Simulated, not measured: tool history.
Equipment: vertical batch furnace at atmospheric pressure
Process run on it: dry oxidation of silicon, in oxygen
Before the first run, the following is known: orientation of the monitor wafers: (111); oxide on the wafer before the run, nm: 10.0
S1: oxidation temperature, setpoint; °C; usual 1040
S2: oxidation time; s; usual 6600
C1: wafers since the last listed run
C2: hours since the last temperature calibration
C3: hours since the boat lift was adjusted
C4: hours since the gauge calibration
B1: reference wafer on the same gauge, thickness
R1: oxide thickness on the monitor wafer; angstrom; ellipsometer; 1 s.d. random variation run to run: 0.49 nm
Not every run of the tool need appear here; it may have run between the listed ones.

run	hour	S1	S2	C1	C2	C3	C4	B1	R1
1	0	1046	8970	0	3173.3	1406.4	2327.1	145.95	1801.8
2	159.8	1046	8970	2008	3333.1	1566.2	2486.9	146.02	1786.1
3	209.2	1046	8970	620	3382.5	1615.6	2536.3	146.11	1784.1
4	293.9	1040	6600	1064	3467.2	1700.3	2621	146.12	1438.8
5	333.1	1040	6600	492	3506.4	1739.5	2660.2	146	1455.4
6	378.9	1040	6600	575	3552.2	1785.3	2706	146.16	1445.3
7	475.2	1040	8580	1210	3648.5	1881.6	2802.3	146	1694
8	566.3	1040	6600	1144	3739.6	1972.7	2893.4	145.82	1447.6
9	666	1040	6600	1252	3839.3	2072.4	2993.1	145.94	1452
10	731.1	1040	6600	818	3904.4	2137.5	3058.2	145.98	1448.2
11	770.2	1040	6600	491	3943.5	2176.6	3097.3	145.98	1448.7
12	846.8	1040	6600	962	4020.1	2253.2	3173.9	146.05	1453.5
13	954.8	1040	6600	1357	4128.1	2361.2	3281.9	146.01	1460.8
# hour 1016.6: gauge calibrated
14	1037.6	1040	6600	1040	4210.9	2444	21	145.95	1450.9
15	1092.8	1054	8730	693	4266.1	2499.2	76.2	146.08	1863.7
16	1146.9	1040	6600	679	4320.2	2553.3	130.3	145.94	1452.3
17	1229	1040	6600	1031	4402.3	2635.4	212.4	146.01	1458.7
# hour 1274.8: thermocouples replaced and temperature profile calibrated
# hour 1294.7: boat lift adjusted
18	1295.2	1058	5310	280	20.4	0.5	278.6	146	1392.6
19	1371.3	1040	6600	956	96.5	76.6	354.7	146.03	1443.4
20	1671	1022	8940	3765	396.2	376.3	654.4	146.15	1550.7
21	1793.6	1054	3660	1540	518.8	498.9	777	146.07	1079.8
22	1901	1017	6600	1349	626.2	606.3	884.4	145.96	1247.5
23	1939.7	1040	6600	486	664.9	645	923.1	146.07	1432.3
24	2045.6	1053	6600	1330	770.8	750.9	1029	146.02	1540.4
25	2143.1	1040	7770	1225	868.3	848.4	1126.5	145.96	1572.9
26	2244	1029	6600	1267	969.2	949.3	1227.4	145.88	1344.9
27	2285.3	1020	3930	518	1010.5	990.6	1268.7	146.01	926.7
28	2364.7	1040	8220	997	1089.9	1070	1348.1	146.05	1633.3
29	2449.7	1032	5460	1068	1174.9	1155	1433.1	146.04	1220.4
30	2554.8	1040	6600	1320	1280	1260.1	1538.2	145.91	1424.9
31	2602.5	1046	6600	599	1327.7	1307.8	1585.9	145.88	1469.5
32	2705.2	1024	6600	1290	1430.4	1410.5	1688.6	146.09	1302.2
33	2785.5	1023	9420	1009	1510.7	1490.8	1768.9	146.01	1603.2
34	2846.7	1040	6600	769	1571.9	1552	1830.1	146.02	1429.8

How would selected steps in R1 from run to run divide? Give the signed amount a tool lacking its hidden state would still show from settings, what came in and random variation, and the signed amount left for the hidden state, including any gauge scatter that is not in both of the compared results.
What the log doesn't record here: true tube temperature minus thermocouple reading, K; monitor wafer colder than the profiled boat position, K; gauge reads high (%).
Run 14 -> 15: S1 1040 -> 1054, S2 6600 -> 8730. R1 +412.8 angstrom: hidden state +4.8, all else +408.
Run 15 -> 16: S1 1054 -> 1040, S2 8730 -> 6600. R1 -411.4 angstrom: hidden state -3.8, all else -407.6.
Run 17 -> 18: S1 1040 -> 1058, S2 6600 -> 5310, thermocouples replaced and temperature profile calibrated, boat lift adjusted. R1 -66.1 angstrom: hidden state -18.3, all else -47.8.
Run 20 -> 21: S1 1022 -> 1054, S2 8940 -> 3660. R1 -470.9 angstrom: hidden state +1.1, all else -472.
Run 26 -> 27: S1 1029 -> 1020, S2 6600 -> 3930. R1 -418.2 angstrom: hidden state +1.6, all else -419.8.
Run 27 -> 28: S1 1020 -> 1040, S2 3930 -> 8220. R1 +706.6 angstrom: hidden state -3.1, all else +709.7.
